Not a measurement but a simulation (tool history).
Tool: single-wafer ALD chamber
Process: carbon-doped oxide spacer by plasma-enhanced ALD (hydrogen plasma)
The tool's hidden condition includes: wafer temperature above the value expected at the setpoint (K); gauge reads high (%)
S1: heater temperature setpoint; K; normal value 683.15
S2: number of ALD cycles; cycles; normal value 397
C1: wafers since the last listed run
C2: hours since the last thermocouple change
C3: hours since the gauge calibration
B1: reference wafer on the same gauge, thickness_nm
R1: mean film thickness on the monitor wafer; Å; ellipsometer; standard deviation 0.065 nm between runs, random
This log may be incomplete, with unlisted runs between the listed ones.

run 1 hour=0.0 | S1=683.15 S2=397 | C1=0 C2=1556.1 C3=995.1 | B1=16.386 | R1=195.80
run 2 hour=66.5 | S1=683.15 S2=397 | C1=74 C2=1622.6 C3=1061.6 | B1=16.410 | R1=195.99
run 3 hour=131.0 | S1=683.15 S2=397 | C1=72 C2=1687.1 C3=1126.1 | B1=16.413 | R1=195.87
run 4 hour=206.7 | S1=683.15 S2=397 | C1=84 C2=1762.8 C3=1201.8 | B1=16.424 | R1=195.15
run 5 hour=276.7 | S1=683.15 S2=397 | C1=78 C2=1832.8 C3=1271.8 | B1=16.406 | R1=195.34
run 6 hour=374.6 | S1=683.15 S2=397 | C1=109 C2=1930.7 C3=1369.7 | B1=16.407 | R1=195.97
run 7 hour=443.8 | S1=683.15 S2=397 | C1=77 C2=1999.9 C3=1438.9 | B1=16.391 | R1=193.29
run 8 hour=518.8 | S1=683.15 S2=397 | C1=83 C2=2074.9 C3=1513.9 | B1=16.412 | R1=194.17
run 9 hour=577.4 | S1=683.15 S2=347 | C1=65 C2=2133.5 C3=1572.5 | B1=16.388 | R1=170.12
run 10 hour=628.3 | S1=683.15 S2=347 | C1=56 C2=2184.4 C3=1623.4 | B1=16.397 | R1=169.51
run 11 hour=673.5 | S1=693.15 S2=397 | C1=50 C2=2229.6 C3=1668.6 | B1=16.396 | R1=188.84
run 12 hour=762.1 | S1=693.15 S2=397 | C1=99 C2=2318.2 C3=1757.2 | B1=16.388 | R1=188.75
-- hour=809.6 thermocouple changed; heater temperature recalibrated
run 13 hour=832.2 | S1=693.15 S2=397 | C1=69 C2=22.6 C3=1827.3 | B1=16.401 | R1=191.11
run 14 hour=920.6 | S1=683.15 S2=397 | C1=98 C2=111.0 C3=1915.7 | B1=16.389 | R1=196.84
run 15 hour=968.7 | S1=683.15 S2=397 | C1=53 C2=159.1 C3=1963.8 | B1=16.394 | R1=196.59
-- hour=1004.8 gauge calibrated
run 16 hour=1031.5 | S1=683.15 S2=397 | C1=70 C2=221.9 C3=26.7 | B1=16.404 | R1=195.98
run 17 hour=1096.0 | S1=677.15 S2=397 | C1=72 C2=286.4 C3=91.2 | B1=16.389 | R1=200.27
run 18 hour=1180.9 | S1=692.15 S2=375 | C1=94 C2=371.3 C3=176.1 | B1=16.390 | R1=180.73
run 19 hour=1249.4 | S1=683.15 S2=397 | C1=76 C2=439.8 C3=244.6 | B1=16.399 | R1=197.10
run 20 hour=1343.9 | S1=678.15 S2=450 | C1=105 C2=534.3 C3=339.1 | B1=16.401 | R1=225.38
run 21 hour=1398.7 | S1=694.15 S2=397 | C1=61 C2=589.1 C3=393.9 | B1=16.373 | R1=190.97
run 22 hour=1435.2 | S1=688.15 S2=436 | C1=40 C2=625.6 C3=430.4 | B1=16.410 | R1=211.54
run 23 hour=1533.9 | S1=689.15 S2=473 | C1=110 C2=724.3 C3=529.1 | B1=16.406 | R1=229.11
run 24 hour=1634.7 | S1=683.15 S2=397 | C1=112 C2=825.1 C3=629.9 | B1=16.390 | R1=195.95
run 25 hour=1715.5 | S1=679.15 S2=354 | C1=90 C2=905.9 C3=710.7 | B1=16.401 | R1=175.53
run 26 hour=1802.5 | S1=695.15 S2=343 | C1=97 C2=992.9 C3=797.7 | B1=16.415 | R1=164.43
run 27 hour=1877.1 | S1=691.15 S2=332 | C1=83 C2=1067.5 C3=872.3 | B1=16.413 | R1=160.18
run 28 hour=1983.7 | S1=677.15 S2=397 | C1=119 C2=1174.1 C3=978.9 | B1=16.396 | R1=198.47
run 29 hour=2043.2 | S1=690.15 S2=397 | C1=66 C2=1233.6 C3=1038.4 | B1=16.414 | R1=191.25
run 30 hour=2139.5 | S1=683.15 S2=397 | C1=107 C2=1329.9 C3=1134.7 | B1=16.395 | R1=194.86
run 31 hour=2184.2 | S1=696.15 S2=365 | C1=49 C2=1374.6 C3=1179.4 | B1=16.384 | R1=172.15

Run 32 comes next. What will it give?
run 32 hour=2256.2 | S1=690.15 S2=329 | C1=80 C2=1446.6 C3=1251.4 | B1=? | R1=?

Run 32 measured B1 16.407, R1 158.87 Å.
With the hidden condition absent and the run-to-run variation left alone, this run would have shown R1 160.67 Å.
